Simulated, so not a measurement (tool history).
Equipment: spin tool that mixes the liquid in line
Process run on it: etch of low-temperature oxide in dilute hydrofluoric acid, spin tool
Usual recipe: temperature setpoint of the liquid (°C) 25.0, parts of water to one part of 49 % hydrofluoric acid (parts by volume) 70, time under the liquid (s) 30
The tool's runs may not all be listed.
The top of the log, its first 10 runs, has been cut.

run	hour	temperature setpoint of the liquid (°C)	parts of water to one part of 49 % hydrofluoric acid (parts by volume)	time under the liquid (s)	read-back film thickness of the low-temperature oxide reference wafer, read on the same gauge (nm)	thickness taken off the low-temperature oxide on a monitor wafer (angstrom)
# hour 525.0: thermometer replaced
11	612.8	25.0	70	30	140.03	51.1
12	652.2	25.0	70	30	139.98	50.8
13	708.5	25.0	70	30	140.00	51.5
14	830.1	25.0	70	30	139.99	51.8
# hour 852.9: gauge calibrated
15	869.8	25.0	70	30	140.01	51.8
16	934.8	23.0	70	30	140.03	47.6
17	997.8	25.0	55	50	140.00	111.9
18	1062.1	25.0	85	40	140.00	55.5
# hour 1064.8: hydrofluoric acid flow meter replaced
19	1122.1	26.5	70	30	140.01	55.5
20	1184.2	25.0	70	30	140.00	52.0
21	1218.8	25.0	70	30	140.01	51.8
22	1248.3	23.5	90	30	139.99	37.3
23	1308.8	25.0	70	30	139.98	52.3
24	1365.6	20.5	70	30	139.98	43.6
25	1417.8	25.0	70	30	140.00	52.5
26	1455.4	23.0	50	15	139.99	34.8
27	1525.8	25.0	40	40	140.03	128.1
28	1583.3	25.0	70	30	140.03	52.9
29	1636.9	25.0	70	45	140.00	80.1
30	1662.1	25.0	90	15	140.00	20.1

Expected results for the next run?
31	1704.1	25.0	50	30	?	?

read-back film thickness of the low-temperature oxide reference wafer, read on the same gauge (nm): 140.00
thickness taken off the low-temperature oxide on a monitor wafer (angstrom): 77.2
Minus the tool's unlogged condition, the same run would have read thickness taken off the low-temperature oxide on a monitor wafer (angstrom) 73.0.
